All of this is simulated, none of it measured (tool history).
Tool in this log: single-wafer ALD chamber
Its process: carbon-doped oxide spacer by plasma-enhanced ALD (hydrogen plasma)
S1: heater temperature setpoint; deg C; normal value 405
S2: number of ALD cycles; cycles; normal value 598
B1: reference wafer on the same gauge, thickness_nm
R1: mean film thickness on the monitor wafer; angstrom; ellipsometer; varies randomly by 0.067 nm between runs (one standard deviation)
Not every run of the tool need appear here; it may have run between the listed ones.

run,hour,S1,S2,B1,R1
1,0,405,522,27.717,235.92
2,44,405,598,27.716,269.93
3,139.8,405,598,27.731,269
4,194.2,405,598,27.714,269.92
5,251.7,405,681,27.693,309.57
6,352.6,405,681,27.712,306.95
7,450.6,405,681,27.684,308.63
8,499.1,395,551,27.689,252.75
9,545.6,405,598,27.702,270.95
10,634.1,405,598,27.697,271.41
# hour 694.4: gauge calibrated
11,736.6,405,598,27.693,270.99
12,774.1,405,598,27.707,270.79
13,819.7,405,681,27.669,308.82
14,856.9,396,598,27.716,273.31
15,951.8,397,672,27.698,305.77
16,992.1,415,568,27.684,250.03
17,1046.1,411,672,27.669,299.06
18,1108.3,405,598,27.731,271.89
# hour 1357.3: thermocouple changed; heater temperature recalibrated
19,1421.1,391,648,27.685,296.28
20,1515.7,396,629,27.708,286.51
21,1579.3,405,690,27.695,311.08
22,1725,410,498,27.704,220.83
23,1828.7,419,539,27.689,230.79

Here are 3 independent what-if runs from the current tool condition. What would each one return?
A,1830,405,598,?,?
B,1830,411,598,?,?
C,1830,392,480,?,?

run,B1,R1
A,27.722,269.29
B,27.722,263.71
C,27.722,219.35
Without the tool's unlogged condition, the same runs would have read:
run,R1
A,269.17
B,263.58
C,219.35

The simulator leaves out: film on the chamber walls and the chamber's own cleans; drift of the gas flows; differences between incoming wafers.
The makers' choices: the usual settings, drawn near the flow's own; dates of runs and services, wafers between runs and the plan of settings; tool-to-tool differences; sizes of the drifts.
